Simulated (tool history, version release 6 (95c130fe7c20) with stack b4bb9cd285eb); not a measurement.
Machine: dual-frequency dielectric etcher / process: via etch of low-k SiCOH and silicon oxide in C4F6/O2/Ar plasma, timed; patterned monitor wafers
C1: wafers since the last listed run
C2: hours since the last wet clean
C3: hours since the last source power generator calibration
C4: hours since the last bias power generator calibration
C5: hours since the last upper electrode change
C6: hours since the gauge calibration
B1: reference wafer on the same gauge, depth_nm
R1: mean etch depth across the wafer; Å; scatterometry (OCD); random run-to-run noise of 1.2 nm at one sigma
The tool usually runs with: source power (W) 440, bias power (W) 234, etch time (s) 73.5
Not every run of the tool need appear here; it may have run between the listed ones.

{"run": 1, "hour": 0.0, "source power (W)": 440, "bias power (W)": 234, "etch time (s)": 73.5, "C1": 0, "C2": 229.2, "C3": 1251.3, "C4": 2039.5, "C5": 2302.7, "C6": 1685.6, "B1": 272, "R1": 2374}
{"run": 2, "hour": 98.1, "source power (W)": 440, "bias power (W)": 209, "etch time (s)": 73.5, "C1": 930, "C2": 327.3, "C3": 1349.4, "C4": 2137.6, "C5": 2400.8, "C6": 1783.7, "B1": 272.3, "R1": 2280}
{"run": 3, "hour": 148.1, "source power (W)": 440, "bias power (W)": 209, "etch time (s)": 73.5, "C1": 474, "C2": 377.3, "C3": 1399.4, "C4": 2187.6, "C5": 2450.8, "C6": 1833.7, "B1": 271.8, "R1": 2305}
{"run": 4, "hour": 212.8, "source power (W)": 440, "bias power (W)": 234, "etch time (s)": 73.5, "C1": 613, "C2": 442, "C3": 1464.1, "C4": 2252.3, "C5": 2515.5, "C6": 1898.4, "B1": 272.4, "R1": 2372}
{"run": 5, "hour": 298.8, "source power (W)": 440, "bias power (W)": 234, "etch time (s)": 73.5, "C1": 816, "C2": 528, "C3": 1550.1, "C4": 2338.3, "C5": 2601.5, "C6": 1984.4, "B1": 272, "R1": 2365}
{"run": 6, "hour": 360.0, "source power (W)": 440, "bias power (W)": 258, "etch time (s)": 73.5, "C1": 580, "C2": 589.2, "C3": 1611.3, "C4": 2399.5, "C5": 2662.7, "C6": 2045.6, "B1": 272, "R1": 2425}
{"hour": 451.8, "done": "wet clean of the chamber"}
{"run": 7, "hour": 456.3, "source power (W)": 440, "bias power (W)": 258, "etch time (s)": 73.5, "C1": 686, "C2": 4.5, "C3": 1707.6, "C4": 2495.8, "C5": 2759, "C6": 2141.9, "B1": 272, "R1": 2413}
{"run": 8, "hour": 540.5, "source power (W)": 490, "bias power (W)": 234, "etch time (s)": 73.5, "C1": 799, "C2": 88.7, "C3": 1791.8, "C4": 2580, "C5": 2843.2, "C6": 2226.1, "B1": 272, "R1": 2398}
{"run": 9, "hour": 627.2, "source power (W)": 440, "bias power (W)": 221, "etch time (s)": 73.5, "C1": 822, "C2": 175.4, "C3": 1878.5, "C4": 2666.7, "C5": 2929.9, "C6": 2312.8, "B1": 272.1, "R1": 2325}
{"run": 10, "hour": 694.0, "source power (W)": 440, "bias power (W)": 234, "etch time (s)": 73.5, "C1": 633, "C2": 242.2, "C3": 1945.3, "C4": 2733.5, "C5": 2996.7, "C6": 2379.6, "B1": 272.3, "R1": 2361}
{"run": 11, "hour": 797.7, "source power (W)": 440, "bias power (W)": 234, "etch time (s)": 73.5, "C1": 984, "C2": 345.9, "C3": 2049, "C4": 2837.2, "C5": 3100.4, "C6": 2483.3, "B1": 272.1, "R1": 2357}
{"run": 12, "hour": 853.6, "source power (W)": 380, "bias power (W)": 284, "etch time (s)": 89, "C1": 530, "C2": 401.8, "C3": 2104.9, "C4": 2893.1, "C5": 3156.3, "C6": 2539.2, "B1": 272.2, "R1": 2912}
{"hour": 863.2, "done": "source power generator calibrated"}
{"run": 13, "hour": 922.5, "source power (W)": 440, "bias power (W)": 219, "etch time (s)": 73.5, "C1": 615, "C2": 470.7, "C3": 59.3, "C4": 2962, "C5": 3225.2, "C6": 2608.1, "B1": 272.2, "R1": 2303}
{"run": 14, "hour": 990.2, "source power (W)": 480, "bias power (W)": 234, "etch time (s)": 73.5, "C1": 642, "C2": 538.4, "C3": 127, "C4": 3029.7, "C5": 3292.9, "C6": 2675.8, "B1": 271.7, "R1": 2419}
{"hour": 1018.8, "done": "upper electrode replaced"}
{"hour": 1082.4, "done": "wet clean of the chamber"}
{"hour": 1084.6, "done": "bias power generator calibrated"}
{"run": 15, "hour": 1092.6, "source power (W)": 390, "bias power (W)": 268, "etch time (s)": 80, "C1": 495, "C2": 10.2, "C3": 229.4, "C4": 8, "C5": 73.8, "C6": 2778.2, "B1": 271.7, "R1": 2598}
{"hour": 1145.2, "done": "gauge calibrated"}
{"run": 16, "hour": 1180.3, "source power (W)": 440, "bias power (W)": 234, "etch time (s)": 73.5, "C1": 832, "C2": 97.9, "C3": 317.1, "C4": 95.7, "C5": 161.5, "C6": 35.1, "B1": 271.7, "R1": 2346}
{"run": 17, "hour": 1248.4, "source power (W)": 350, "bias power (W)": 254, "etch time (s)": 54.5, "C1": 646, "C2": 166, "C3": 385.2, "C4": 163.8, "C5": 229.6, "C6": 103.2, "B1": 271.7, "R1": 1707}
{"run": 18, "hour": 1349.7, "source power (W)": 440, "bias power (W)": 234, "etch time (s)": 91.5, "C1": 961, "C2": 267.3, "C3": 486.5, "C4": 265.1, "C5": 330.9, "C6": 204.5, "B1": 271.6, "R1": 2928}
{"run": 19, "hour": 1444.0, "source power (W)": 540, "bias power (W)": 255, "etch time (s)": 73.5, "C1": 894, "C2": 361.6, "C3": 580.8, "C4": 359.4, "C5": 425.2, "C6": 298.8, "B1": 271.9, "R1": 2519}
{"hour": 1589.2, "done": "wet clean of the chamber"}
{"run": 20, "hour": 1734.3, "source power (W)": 330, "bias power (W)": 234, "etch time (s)": 73.5, "C1": 2527, "C2": 145.1, "C3": 871.1, "C4": 649.7, "C5": 715.5, "C6": 589.1, "B1": 272.4, "R1": 2222}
{"run": 21, "hour": 1788.9, "source power (W)": 510, "bias power (W)": 234, "etch time (s)": 73.5, "C1": 518, "C2": 199.7, "C3": 925.7, "C4": 704.3, "C5": 770.1, "C6": 643.7, "B1": 272.1, "R1": 2405}
{"run": 22, "hour": 1875.8, "source power (W)": 550, "bias power (W)": 234, "etch time (s)": 73.5, "C1": 824, "C2": 286.6, "C3": 1012.6, "C4": 791.2, "C5": 857, "C6": 730.6, "B1": 271.7, "R1": 2493}
{"run": 23, "hour": 1922.2, "source power (W)": 350, "bias power (W)": 219, "etch time (s)": 58, "C1": 440, "C2": 333, "C3": 1059, "C4": 837.6, "C5": 903.4, "C6": 777, "B1": 271.8, "R1": 1765}
{"run": 24, "hour": 2025.4, "source power (W)": 440, "bias power (W)": 189, "etch time (s)": 73.5, "C1": 979, "C2": 436.2, "C3": 1162.2, "C4": 940.8, "C5": 1006.6, "C6": 880.2, "B1": 271.9, "R1": 2236}
{"run": 25, "hour": 2109.5, "source power (W)": 520, "bias power (W)": 203, "etch time (s)": 55, "C1": 798, "C2": 520.3, "C3": 1246.3, "C4": 1024.9, "C5": 1090.7, "C6": 964.3, "B1": 271.8, "R1": 1774}
{"hour": 2153.2, "done": "wet clean of the chamber"}
{"run": 26, "hour": 2164.0, "source power (W)": 440, "bias power (W)": 234, "etch time (s)": 66.5, "C1": 289, "C2": 10.8, "C3": 1300.8, "C4": 1079.4, "C5": 1145.2, "C6": 1018.8, "B1": 272.3, "R1": 2120}
{"run": 27, "hour": 2221.2, "source power (W)": 400, "bias power (W)": 234, "etch time (s)": 73.5, "C1": 542, "C2": 68, "C3": 1358, "C4": 1136.6, "C5": 1202.4, "C6": 1076, "B1": 272.3, "R1": 2315}
{"run": 28, "hour": 2261.9, "source power (W)": 480, "bias power (W)": 234, "etch time (s)": 73.5, "C1": 386, "C2": 108.7, "C3": 1398.7, "C4": 1177.3, "C5": 1243.1, "C6": 1116.7, "B1": 271.9, "R1": 2409}
{"run": 29, "hour": 2335.7, "source power (W)": 340, "bias power (W)": 270, "etch time (s)": 73.5, "C1": 700, "C2": 182.5, "C3": 1472.5, "C4": 1251.1, "C5": 1316.9, "C6": 1190.5, "B1": 272.4, "R1": 2321}
{"run": 30, "hour": 2421.8, "source power (W)": 440, "bias power (W)": 234, "etch time (s)": 73.5, "C1": 817, "C2": 268.6, "C3": 1558.6, "C4": 1337.2, "C5": 1403, "C6": 1276.6, "B1": 271.7, "R1": 2375}

Give the tool's hidden conditions for every run:
etch rate over this chamber's usual, %: 0 at every run
source power that arrives over what is set, %: 0 at every run
bias power that arrives over what is set, %: 0 at every run
gauge reads high (%): 0 at every run

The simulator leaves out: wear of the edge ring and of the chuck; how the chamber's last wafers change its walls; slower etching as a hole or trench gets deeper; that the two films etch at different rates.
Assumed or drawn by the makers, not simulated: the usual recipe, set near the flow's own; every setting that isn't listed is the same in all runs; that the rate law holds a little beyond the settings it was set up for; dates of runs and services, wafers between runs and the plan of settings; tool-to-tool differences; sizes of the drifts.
